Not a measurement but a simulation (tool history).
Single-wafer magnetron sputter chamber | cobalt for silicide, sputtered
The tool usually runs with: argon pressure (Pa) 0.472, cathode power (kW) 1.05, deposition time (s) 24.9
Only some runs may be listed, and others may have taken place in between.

run   hour  argon pressure (Pa)  cathode power (kW)  deposition time (s)  wafers since the last listed run  wafers on the sputter target  hours since the last manometer calibration  hours since the magnet pack was replaced  hours since the gauge calibration  read-back reference wafer on the same gauge, thickness_nm  mean film thickness on the monitor wafer (angstrom)
  1      0                0.472                0.85                 27.5                                 0                          4296                                       926.1                                    6323.2                               39.6                                                     14.297                                               121.82
  2    8.9                0.472                 1.2                 24.9                               220                          4517                                         935                                    6332.1                               48.5                                                     14.305                                                156.1
  3     18                0.472                 1.2                 24.9                               225                          4742                                       944.1                                    6341.2                               57.6                                                     14.288                                               155.51
  4   31.5                0.472                1.05                 24.9                               333                          5075                                       957.6                                    6354.7                               71.1                                                     14.297                                               136.05
  5     40                0.472                1.05                 24.9                               210                          5286                                       966.1                                    6363.2                               79.6                                                     14.292                                               136.38
  6   55.7                0.472                1.05                 24.9                               388                          5674                                       981.8                                    6378.9                               95.3                                                     14.303                                               135.74
  7     72                0.472                1.05                 24.9                               403                          6077                                       998.1                                    6395.2                              111.6                                                     14.299                                                  136
  8   85.6                0.472                1.05                 24.9                               336                          6413                                      1011.7                                    6408.8                              125.2                                                     14.299                                               135.55
  9  101.2                0.472                1.05                 24.9                               385                          6799                                      1027.3                                    6424.4                              140.8                                                     14.295                                               135.31
     109.4  -- sputter target and shields replaced
     114.6  -- capacitance manometer re-zeroed and calibrated
 10  115.1                0.472                 0.9                 21.5                                17                            13                                         0.5                                    6438.3                              154.7                                                     14.297                                               102.51
 11  123.2                0.558                1.15                 20.6                               200                           213                                         8.6                                    6446.4                              162.8                                                     14.306                                               120.73

Run 12 has not been measured yet. What should we expect?
 12  130.6                0.632                1.15                 28.7                               183                           396                                          16                                    6453.8                              170.2                                                          ?                                                    ?

read-back reference wafer on the same gauge, thickness_nm: 14.306
mean film thickness on the monitor wafer (angstrom): 161.22
The same run, on a tool lacking any hidden state, would have yielded mean film thickness on the monitor wafer (angstrom) 161.72.
